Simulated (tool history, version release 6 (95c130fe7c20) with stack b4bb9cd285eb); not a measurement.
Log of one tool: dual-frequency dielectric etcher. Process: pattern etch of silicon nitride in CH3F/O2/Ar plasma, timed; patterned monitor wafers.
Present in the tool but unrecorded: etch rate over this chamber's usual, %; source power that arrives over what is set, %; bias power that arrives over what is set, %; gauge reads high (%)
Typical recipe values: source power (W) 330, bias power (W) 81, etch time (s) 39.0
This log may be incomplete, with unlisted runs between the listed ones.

run,day,source power (W),bias power (W),etch time (s),wafers since the last listed run,hours since the last wet clean,hours since the last source power generator calibration,hours since the last bias power generator calibration,hours since the last upper electrode change,hours since the gauge calibration,"read-back reference wafer on the same gauge, depth_nm",mean etch depth across the wafer (angstrom)
1,0.000,330,81,39.0,0,187.1,88.9,4239.3,5307.9,321.1,27.61,266.5
2,2.558,330,81,39.0,988,248.5,150.3,4300.7,5369.3,382.5,27.63,264.0
3,4.275,330,81,39.0,663,289.7,191.5,4341.9,5410.5,423.7,27.63,264.6
4,5.900,330,81,39.0,627,328.7,230.5,4380.9,5449.5,462.7,27.60,262.8
# day 7.175: bias power generator calibrated
5,8.100,330,81,39.0,785,381.5,283.3,22.2,5502.3,515.5,27.58,260.3
6,9.242,330,81,39.0,440,408.9,310.7,49.6,5529.7,542.9,27.56,263.4
7,11.179,330,81,46.5,748,455.4,357.2,96.1,5576.2,589.4,27.57,311.6
# day 12.517: wet clean of the chamber
8,12.996,330,66,48.0,315,11.5,400.8,139.7,5619.8,633.0,27.55,304.3
9,15.308,330,81,34.5,893,67.0,456.3,195.2,5675.3,688.5,27.64,237.2
10,18.254,330,81,39.0,1137,137.7,527.0,265.9,5746.0,759.2,27.62,266.4
11,19.333,400,81,39.0,416,163.6,552.9,291.8,5771.9,785.1,27.58,280.9
12,21.933,330,81,39.0,1004,226.0,615.3,354.2,5834.3,847.5,27.64,264.3
13,24.433,390,73,43.5,965,286.0,675.3,414.2,5894.3,907.5,27.59,296.4
14,27.408,330,81,39.0,1149,357.4,746.7,485.6,5965.7,978.9,27.56,262.5
15,28.900,260,99,29.5,576,393.2,782.5,521.4,6001.5,1014.7,27.61,198.5
# day 30.671: upper electrode replaced, of another model than before
16,30.692,390,64,39.0,305,436.2,825.5,564.4,0.5,1057.7,27.59,234.2
# day 32.788: wet clean of the chamber
17,33.125,330,81,39.0,553,8.1,883.9,622.8,58.9,1116.1,27.58,268.7
18,34.562,360,81,28.0,555,42.6,918.4,657.3,93.4,1150.6,27.59,194.0
# day 35.292: gauge calibrated
19,37.317,330,81,39.0,1063,108.7,984.5,723.4,159.5,48.6,27.62,267.2
20,43.896,330,64,32.5,2541,266.6,1142.4,881.3,317.4,206.5,27.60,192.8
21,46.742,380,97,49.0,1099,334.9,1210.7,949.6,385.7,274.8,27.61,369.1
22,48.212,330,81,39.0,568,370.2,1246.0,984.9,421.0,310.1,27.60,262.1
# day 50.750: wet clean of the chamber
23,50.771,400,64,29.0,601,0.5,1307.4,1046.3,482.4,371.5,27.64,181.7
24,51.988,330,74,39.0,469,29.7,1336.6,1075.5,511.6,400.7,27.58,256.3
25,53.888,390,70,39.0,733,75.3,1382.2,1121.1,557.2,446.3,27.59,256.9
26,56.292,270,91,39.0,928,133.0,1439.9,1178.8,614.9,504.0,27.60,277.9
27,57.338,270,75,39.0,403,158.1,1465.0,1203.9,640.0,529.1,27.57,247.6
28,58.700,330,81,39.0,526,190.8,1497.7,1236.6,672.7,561.8,27.57,264.8
29,60.154,390,73,43.5,561,225.7,1532.6,1271.5,707.6,596.7,27.60,286.7
30,61.888,330,81,39.0,669,267.3,1574.2,1313.1,749.2,638.3,27.59,265.8

Across each entry between runs, compare the hidden state at the last listed run before it with the hidden state at the first listed run after it:
Between runs 4 and 5: bias power generator calibrated (day 7.175)
  etch rate over this chamber's usual, %: -2.75 -> -3.2
  measured minus no-state result, mean etch depth across the wafer (angstrom): -7.5 -> -8.6
Between runs 7 and 8: wet clean of the chamber (day 12.517)
  etch rate over this chamber's usual, %: -3.82 -> -0.279
  measured minus no-state result, mean etch depth across the wafer (angstrom): -12.4 -> -0.9
Between runs 15 and 16: upper electrode replaced, of another model than before (day 30.671)
  etch rate over this chamber's usual, %: -3.51 -> -3.87
  measured minus no-state result, mean etch depth across the wafer (angstrom): -7.2 -> -9.5
Between runs 16 and 17: wet clean of the chamber (day 32.788)
  etch rate over this chamber's usual, %: -3.87 -> -0.346
  measured minus no-state result, mean etch depth across the wafer (angstrom): -9.5 -> -1.0
Between runs 18 and 19: gauge calibrated (day 35.292)
  etch rate over this chamber's usual, %: -0.637 -> -1.2
  measured minus no-state result, mean etch depth across the wafer (angstrom): -1.2 -> -3.2
Between runs 22 and 23: wet clean of the chamber (day 50.750)
  etch rate over this chamber's usual, %: -3.41 -> -0.00775
  measured minus no-state result, mean etch depth across the wafer (angstrom): -9.2 -> +0.0

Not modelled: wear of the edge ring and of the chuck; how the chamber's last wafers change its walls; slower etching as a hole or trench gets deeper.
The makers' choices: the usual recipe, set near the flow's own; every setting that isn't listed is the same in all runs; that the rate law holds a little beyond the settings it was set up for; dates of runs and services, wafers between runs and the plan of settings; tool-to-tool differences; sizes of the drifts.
